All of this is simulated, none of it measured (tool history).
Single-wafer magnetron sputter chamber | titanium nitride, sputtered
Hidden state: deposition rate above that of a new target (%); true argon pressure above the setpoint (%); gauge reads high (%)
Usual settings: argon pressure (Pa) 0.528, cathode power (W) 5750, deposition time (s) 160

| run | hour | argon pressure (Pa) | cathode power (W) | deposition time (s) | wafers since the last listed run | wafers on the sputter target | hours since the last manometer calibration | hours since the magnet pack was replaced | hours since the gauge calibration | read-back reference wafer on the same gauge, thickness_nm | mean film thickness on the monitor wafer (nm) |
|---|---|---|---|---|---|---|---|---|---|---|---|
| 1 | 0 | 0.528 | 5750 | 160 | 0 | 3417 | 235.6 | 9044.6 | 495.7 | 126.159 | 150.104 |
| 2 | 92.2 | 0.528 | 5750 | 160 | 628 | 4045 | 327.8 | 9136.8 | 587.9 | 125.813 | 151.842 |
| 3 | 154 | 0.528 | 5750 | 135 | 421 | 4466 | 389.6 | 9198.6 | 649.7 | 126.309 | 128.616 |
| 4 | 206.2 | 0.528 | 5750 | 160 | 355 | 4822 | 441.8 | 9250.8 | 701.9 | 125.9 | 152.562 |
| 5 | 273.1 | 0.528 | 5750 | 160 | 455 | 5278 | 508.7 | 9317.7 | 768.8 | 126.067 | 152.656 |
| 6 | 339.2 | 0.528 | 5750 | 160 | 450 | 5728 | 574.8 | 9383.8 | 834.9 | 126.107 | 153.075 |
| 7 | 396 | 0.528 | 5750 | 160 | 386 | 6115 | 631.6 | 9440.6 | 891.7 | 126.279 | 153.145 |
| 8 | 434.6 | 0.528 | 5750 | 160 | 262 | 6378 | 670.2 | 9479.2 | 930.3 | 126.248 | 152.757 |
| 9 | 499.5 | 0.528 | 5750 | 160 | 442 | 6820 | 735.1 | 9544.1 | 995.2 | 126.272 | 154.275 |
| 10 | 565.9 | 0.451 | 5750 | 137 | 452 | 7272 | 801.5 | 9610.5 | 1061.6 | 125.947 | 137.925 |
| 11 | 624.5 | 0.528 | 6800 | 179 | 399 | 7672 | 860.1 | 9669.1 | 1120.2 | 125.938 | 203.874 |
| 12 | 691.7 | 0.528 | 5750 | 160 | 457 | 8130 | 927.3 | 9736.3 | 1187.4 | 126.011 | 154.713 |
|  | 715.1 | magnet pack replaced |
| 13 | 726.7 | 0.528 | 4750 | 160 | 183 | 8313 | 962.3 | 11.6 | 1222.4 | 126.093 | 130.696 |
|  | 750.2 | sputter target and shields replaced |
|  | 760.7 | gauge calibrated |
|  | 766.4 | capacitance manometer re-zeroed and calibrated |
| 14 | 790.7 | 0.528 | 5750 | 160 | 327 | 221 | 24.3 | 75.6 | 30 | 125.972 | 154.459 |
| 15 | 847.5 | 0.621 | 6500 | 160 | 386 | 608 | 81.1 | 132.4 | 86.8 | 125.942 | 165.725 |
| 16 | 883.8 | 0.528 | 6200 | 175 | 247 | 855 | 117.4 | 168.7 | 123.1 | 126.087 | 179.364 |
| 17 | 938.8 | 0.528 | 5750 | 160 | 374 | 1230 | 172.4 | 223.7 | 178.1 | 125.888 | 154.83 |
| 18 | 976.8 | 0.706 | 5750 | 176 | 258 | 1489 | 210.4 | 261.7 | 216.1 | 126.107 | 155.567 |
| 19 | 1027.8 | 0.731 | 5000 | 128 | 347 | 1836 | 261.4 | 312.7 | 267.1 | 125.87 | 96.872 |
| 20 | 1072.4 | 0.388 | 6200 | 146 | 303 | 2140 | 306 | 357.3 | 311.7 | 126.033 | 162.097 |
| 21 | 1097.6 | 0.581 | 5750 | 169 | 171 | 2312 | 331.2 | 382.5 | 336.9 | 125.969 | 159.294 |

3 ways to go on from here, each from the tool as it stands after run 21. What would each give?
| A | 1098 | 0.528 | 5750 | 160 | 2 | 2314 | 331.6 | 382.9 | 337.3 | ? | ? |
| B | 1098 | 0.6 | 4450 | 160 | 2 | 2314 | 331.6 | 382.9 | 337.3 | ? | ? |
| C | 1098 | 0.585 | 5050 | 177 | 2 | 2314 | 331.6 | 382.9 | 337.3 | ? | ? |

| run | read-back reference wafer on the same gauge, thickness_nm | mean film thickness on the monitor wafer (nm) |
|---|---|---|
| A | 126.14 | 152.234 |
| B | 126.14 | 114.974 |
| C | 126.14 | 144.527 |
Without the tool's hidden state the same runs would have given:
| run | mean film thickness on the monitor wafer (nm) |
|---|---|
| A | 153.191 |
| B | 115.489 |
| C | 145.229 |
